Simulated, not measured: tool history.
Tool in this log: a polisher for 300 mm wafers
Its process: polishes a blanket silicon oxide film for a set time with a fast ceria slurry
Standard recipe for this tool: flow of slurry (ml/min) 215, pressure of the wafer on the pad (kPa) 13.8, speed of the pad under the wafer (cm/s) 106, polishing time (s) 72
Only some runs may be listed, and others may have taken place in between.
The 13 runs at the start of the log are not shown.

| run | hour | flow of slurry (ml/min) | pressure of the wafer on the pad (kPa) | speed of the pad under the wafer (cm/s) | polishing time (s) | incoming thickness of the incoming film, nm | film removed (angstrom) |
|---|---|---|---|---|---|---|---|
|  | 806.3 | worn pad replaced by a new one |
| 14 | 880.5 | 230 | 13.8 | 106 | 63 | 2788.1 | 7722 |
|  | 917.3 | slurry nozzle cleaned |
| 15 | 930.4 | 230 | 13.8 | 106 | 63 | 2738.4 | 7525 |
| 16 | 1006.8 | 215 | 13.8 | 106 | 72 | 2719.1 | 8681 |
| 17 | 1055.7 | 215 | 13.8 | 106 | 72 | 2721.1 | 8311 |
| 18 | 1095.9 | 215 | 13.8 | 106 | 72 | 2785.8 | 8403 |
|  | 1104.2 | head pressure recalibrated |
| 19 | 1165.3 | 215 | 13.8 | 106 | 72 | 2730.8 | 9545 |
| 20 | 1204.9 | 215 | 9 | 142 | 72 | 2774.8 | 7883 |
|  | 1286.9 | worn pad replaced by a new one, of another model than before |
| 21 | 1294.5 | 215 | 13.8 | 106 | 59 | 2741.1 | 7440 |
| 22 | 1342.2 | 215 | 16.5 | 106 | 88 | 2745.4 | 12597 |
| 23 | 1433.9 | 215 | 11 | 118 | 72 | 2775.5 | 8102 |
|  | 1439.5 | slurry nozzle cleaned |
| 24 | 1471.9 | 215 | 9 | 142 | 72 | 2742.2 | 7976 |
|  | 1534 | head pressure recalibrated |
| 25 | 1571.7 | 195 | 12.4 | 132 | 58 | 2770.1 | 7858 |
| 26 | 1633.7 | 240 | 16.5 | 116 | 52 | 2763.7 | 7917 |
| 27 | 1714.5 | 245 | 12.4 | 106 | 85 | 2764.9 | 10378 |
|  | 1750 | worn pad replaced by a new one |
| 28 | 1758.8 | 195 | 12.4 | 132 | 58 | 2727.1 | 7560 |
|  | 1899.3 | slurry nozzle cleaned |
| 29 | 1925 | 215 | 13.8 | 106 | 79 | 2717.5 | 9706 |
|  | 1978.9 | head pressure recalibrated |
| 30 | 2003.2 | 250 | 18.6 | 106 | 72 | 2796.1 | 12013 |
| 31 | 2052.6 | 150 | 13.8 | 106 | 72 | 2740.1 | 8343 |
| 32 | 2119.2 | 215 | 13.8 | 106 | 72 | 2817 | 9271 |
| 33 | 2226.4 | 150 | 9 | 86 | 72 | 2783.7 | 5638 |
|  | 2280.6 | worn pad replaced by a new one |
|  | 2315.2 | slurry nozzle cleaned |
| 34 | 2332.2 | 215 | 11 | 118 | 72 | 2778.6 | 7909 |

What if the next run were any one of these 4? Each begins from the tool's condition after run 34:
| A | 2332.7 | 215 | 13.8 | 106 | 72 | 2767.5 | ? |
| B | 2332.7 | 170 | 13.8 | 106 | 72 | 2767.5 | ? |
| C | 2332.7 | 215 | 15.2 | 106 | 72 | 2767.5 | ? |
| D | 2332.7 | 165 | 17.9 | 94 | 72 | 2767.5 | ? |

| run | film removed (angstrom) |
|---|---|
| A | 8631 |
| B | 8252 |
| C | 9215 |
| D | 9246 |
What these runs would have given with no unlogged condition in the tool:
| run | film removed (angstrom) |
|---|---|
| A | 9188 |
| B | 8784 |
| C | 9810 |
| D | 9843 |

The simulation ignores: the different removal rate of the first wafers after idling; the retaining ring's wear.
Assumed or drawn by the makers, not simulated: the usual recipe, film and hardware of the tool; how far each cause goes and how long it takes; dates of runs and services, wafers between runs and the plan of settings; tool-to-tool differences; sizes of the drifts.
